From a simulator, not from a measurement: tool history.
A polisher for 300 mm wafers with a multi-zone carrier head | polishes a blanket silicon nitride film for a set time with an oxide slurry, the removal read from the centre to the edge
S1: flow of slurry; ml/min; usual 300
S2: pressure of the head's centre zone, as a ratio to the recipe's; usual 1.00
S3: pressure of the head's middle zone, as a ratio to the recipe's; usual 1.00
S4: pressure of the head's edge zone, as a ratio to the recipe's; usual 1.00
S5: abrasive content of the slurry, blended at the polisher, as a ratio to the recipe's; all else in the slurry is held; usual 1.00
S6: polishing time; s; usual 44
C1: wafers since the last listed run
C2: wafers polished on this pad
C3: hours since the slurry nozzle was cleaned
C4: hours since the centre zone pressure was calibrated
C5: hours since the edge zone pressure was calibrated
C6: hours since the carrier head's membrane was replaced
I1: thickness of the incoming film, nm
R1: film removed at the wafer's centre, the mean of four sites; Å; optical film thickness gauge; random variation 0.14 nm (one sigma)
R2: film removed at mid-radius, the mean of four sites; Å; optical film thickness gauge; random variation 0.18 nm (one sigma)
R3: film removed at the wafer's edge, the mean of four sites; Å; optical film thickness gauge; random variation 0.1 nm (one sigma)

| run | hour | S1 | S2 | S3 | S4 | S5 | S6 | C1 | C2 | C3 | C4 | C5 | C6 | I1 | R1 | R2 | R3 |
|---|---|---|---|---|---|---|---|---|---|---|---|---|---|---|---|---|---|
| 1 | 0.0 | 265 | 1.00 | 1.00 | 1.00 | 1.00 | 49 | 0 | 1812 | 250.3 | 572.5 | 589.1 | 559.0 | 459.7 | 163 | 167 | 169 |
| 2 | 93.7 | 210 | 1.00 | 1.00 | 0.89 | 1.00 | 50 | 620 | 2433 | 344.0 | 666.2 | 682.8 | 652.7 | 460.7 | 161 | 165 | 159 |
|  | 152.4 | slurry nozzle cleaned |
|  | 157.2 | worn pad replaced by a new one |
| 3 | 162.7 | 240 | 1.00 | 1.00 | 1.00 | 1.00 | 44 | 423 | 36 | 10.3 | 735.2 | 751.8 | 721.7 | 460.7 | 145 | 148 | 151 |
| 4 | 227.7 | 300 | 1.00 | 1.09 | 1.00 | 1.30 | 44 | 430 | 466 | 75.3 | 800.2 | 816.8 | 786.7 | 458.8 | 170 | 181 | 174 |
|  | 263.0 | edge zone pressure recalibrated |
| 5 | 263.5 | 300 | 1.00 | 0.97 | 0.91 | 1.00 | 44 | 223 | 690 | 111.1 | 836.0 | 0.5 | 822.5 | 456.9 | 155 | 145 | 149 |
|  | 273.8 | carrier head's membrane replaced by a new one |
| 6 | 290.2 | 345 | 1.00 | 1.11 | 0.92 | 1.00 | 44 | 143 | 834 | 137.8 | 862.7 | 27.2 | 16.4 | 459.9 | 155 | 169 | 149 |
| 7 | 361.0 | 300 | 1.00 | 1.00 | 0.94 | 0.70 | 40 | 468 | 1302 | 208.6 | 933.5 | 98.0 | 87.2 | 459.7 | 114 | 114 | 113 |
| 8 | 398.4 | 300 | 1.00 | 1.00 | 1.00 | 1.00 | 44 | 247 | 1550 | 246.0 | 970.9 | 135.4 | 124.6 | 465.2 | 155 | 148 | 154 |
| 9 | 430.9 | 300 | 1.00 | 0.97 | 0.91 | 1.00 | 44 | 215 | 1765 | 278.5 | 1003.4 | 167.9 | 157.1 | 460.7 | 156 | 149 | 148 |
|  | 457.4 | centre zone pressure recalibrated |
| 10 | 465.0 | 300 | 1.00 | 1.00 | 1.00 | 1.00 | 44 | 212 | 1977 | 312.6 | 7.6 | 202.0 | 191.2 | 464.2 | 146 | 152 | 154 |
| 11 | 491.4 | 300 | 1.00 | 1.00 | 1.00 | 1.00 | 34 | 174 | 2152 | 339.0 | 34.0 | 228.4 | 217.6 | 458.5 | 114 | 117 | 119 |
|  | 514.9 | slurry nozzle cleaned |
| 12 | 530.8 | 300 | 1.07 | 1.00 | 1.00 | 1.15 | 44 | 254 | 2406 | 15.9 | 73.4 | 267.8 | 257.0 | 460.7 | 165 | 162 | 163 |
|  | 557.6 | worn pad replaced by a new one |
| 13 | 576.8 | 300 | 1.00 | 1.00 | 1.00 | 1.00 | 44 | 277 | 126 | 61.9 | 119.4 | 313.8 | 303.0 | 456.0 | 146 | 151 | 155 |
| 14 | 624.4 | 300 | 1.03 | 1.00 | 0.91 | 1.00 | 44 | 315 | 441 | 109.5 | 167.0 | 361.4 | 350.6 | 461.8 | 151 | 151 | 148 |
| 15 | 674.5 | 400 | 1.00 | 1.00 | 1.00 | 1.00 | 44 | 331 | 773 | 159.6 | 217.1 | 411.5 | 400.7 | 454.2 | 151 | 155 | 158 |
| 16 | 728.6 | 240 | 1.00 | 1.00 | 1.00 | 1.00 | 49 | 358 | 1131 | 213.7 | 271.2 | 465.6 | 454.8 | 457.3 | 158 | 164 | 169 |
| 17 | 792.2 | 215 | 1.00 | 1.07 | 1.00 | 1.00 | 44 | 420 | 1552 | 277.3 | 334.8 | 529.2 | 518.4 | 457.2 | 140 | 152 | 150 |
| 18 | 846.8 | 300 | 1.00 | 1.00 | 1.00 | 1.00 | 44 | 361 | 1913 | 331.9 | 389.4 | 583.8 | 573.0 | 464.9 | 147 | 152 | 154 |
|  | 897.5 | slurry nozzle cleaned |
| 19 | 909.7 | 260 | 0.94 | 1.00 | 0.90 | 1.00 | 48 | 409 | 2323 | 12.2 | 452.3 | 646.7 | 635.9 | 462.0 | 148 | 160 | 156 |

Forecast run 20:
|  | 939.1 | worn pad replaced by a new one |
| 20 | 981.2 | 300 | 1.00 | 1.00 | 1.00 | 1.00 | 44 | 446 | 278 | 83.7 | 523.8 | 718.2 | 707.4 | 463.2 | ? | ? | ? |

R1: 149 Å
R2: 151 Å
R3: 152 Å
Without the tool's hidden state the same run would have given R1 147 Å, R2 151 Å, R3 152 Å.
